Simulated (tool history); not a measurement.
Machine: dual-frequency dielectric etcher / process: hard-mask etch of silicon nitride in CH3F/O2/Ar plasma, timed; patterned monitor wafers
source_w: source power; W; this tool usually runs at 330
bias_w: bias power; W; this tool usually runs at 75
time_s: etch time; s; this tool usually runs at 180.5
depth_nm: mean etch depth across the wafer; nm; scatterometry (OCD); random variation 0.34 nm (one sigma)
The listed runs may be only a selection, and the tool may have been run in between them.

| run | hour | source_w | bias_w | time_s | wafers since the last listed run | hours since the last wet clean | hours since the last source power generator calibration | hours since the last bias power generator calibration | hours since the last upper electrode change | hours since the gauge calibration | read-back reference wafer on the same gauge, depth_nm | depth_nm |
|---|---|---|---|---|---|---|---|---|---|---|---|---|
| 1 | 0 | 330 | 75 | 180.5 | 0 | 242 | 4245.8 | 260.3 | 2659.2 | 300 | 130 | 122.8 |
| 2 | 45.9 | 330 | 75 | 180.5 | 337 | 287.9 | 4291.7 | 306.2 | 2705.1 | 345.9 | 130.1 | 122.3 |
| 3 | 94.7 | 330 | 81 | 180.5 | 359 | 336.7 | 4340.5 | 355 | 2753.9 | 394.7 | 129.9 | 125.1 |
|  | 209 | wet clean of the chamber |
| 4 | 209.5 | 330 | 81 | 180.5 | 668 | 0.5 | 4455.3 | 469.8 | 2868.7 | 509.5 | 130.1 | 124.7 |
| 5 | 468.3 | 330 | 75 | 180.5 | 1904 | 259.3 | 4714.1 | 728.6 | 3127.5 | 768.3 | 129.9 | 121.7 |
| 6 | 505.5 | 330 | 89 | 180.5 | 273 | 296.5 | 4751.3 | 765.8 | 3164.7 | 805.5 | 130 | 129.4 |
|  | 540.5 | upper electrode replaced |
|  | 576.5 | wet clean of the chamber |
| 7 | 577 | 280 | 75 | 180.5 | 172 | 0.5 | 4822.8 | 837.3 | 36.5 | 877 | 130.1 | 116.9 |
| 8 | 623.7 | 280 | 75 | 180.5 | 343 | 47.2 | 4869.5 | 884 | 83.2 | 923.7 | 130 | 117.1 |
|  | 643.5 | source power generator calibrated |
| 9 | 724.4 | 330 | 75 | 180.5 | 711 | 147.9 | 80.9 | 984.7 | 183.9 | 1024.4 | 130.1 | 121.4 |
|  | 776.3 | gauge calibrated |
| 10 | 803.3 | 300 | 61 | 129.5 | 580 | 226.8 | 159.8 | 1063.6 | 262.8 | 27 | 130 | 79 |
| 11 | 869.1 | 360 | 86 | 218.5 | 484 | 292.6 | 225.6 | 1129.4 | 328.6 | 92.8 | 130 | 157.5 |
|  | 923.7 | wet clean of the chamber |
| 12 | 946.1 | 280 | 67 | 180.5 | 390 | 22.4 | 302.6 | 1206.4 | 405.6 | 169.8 | 130 | 112.5 |
| 13 | 1094.5 | 330 | 75 | 180.5 | 1092 | 170.8 | 451 | 1354.8 | 554 | 318.2 | 130 | 121 |
|  | 1109.4 | bias power generator calibrated |
| 14 | 1169.2 | 330 | 81 | 180.5 | 520 | 245.5 | 525.7 | 59.8 | 628.7 | 392.9 | 130.2 | 127.3 |
| 15 | 1223.9 | 380 | 86 | 234 | 402 | 300.2 | 580.4 | 114.5 | 683.4 | 447.6 | 130 | 172.5 |
| 16 | 1277.8 | 330 | 61 | 194.5 | 396 | 354.1 | 634.3 | 168.4 | 737.3 | 501.5 | 130.1 | 122.3 |
| 17 | 1353.4 | 330 | 65 | 180.5 | 556 | 429.7 | 709.9 | 244 | 812.9 | 577.1 | 129.9 | 115.9 |
|  | 1381 | wet clean of the chamber |
| 18 | 1434.7 | 310 | 84 | 225 | 421 | 53.7 | 791.2 | 325.3 | 894.2 | 658.4 | 129.9 | 157.4 |

Below are 4 alternative next runs, each starting from the tool's condition after run 18. Predict each:
| A | 1435.2 | 330 | 57 | 180.5 | 3 | 54.2 | 791.7 | 325.8 | 894.7 | 658.9 | ? | ? |
| B | 1435.2 | 250 | 93 | 218.5 | 3 | 54.2 | 791.7 | 325.8 | 894.7 | 658.9 | ? | ? |
| C | 1435.2 | 400 | 86 | 228 | 3 | 54.2 | 791.7 | 325.8 | 894.7 | 658.9 | ? | ? |
| D | 1435.2 | 330 | 92 | 180.5 | 3 | 54.2 | 791.7 | 325.8 | 894.7 | 658.9 | ? | ? |

| run | read-back reference wafer on the same gauge, depth_nm | depth_nm |
|---|---|---|
| A | 130.1 | 110.9 |
| B | 130.1 | 152.1 |
| C | 130.1 | 170.7 |
| D | 130.1 | 132.6 |
What these runs would have given with no unlogged condition in the tool:
| run | depth_nm |
|---|---|
| A | 111.9 |
| B | 153.6 |
| C | 172.3 |
| D | 133.9 |
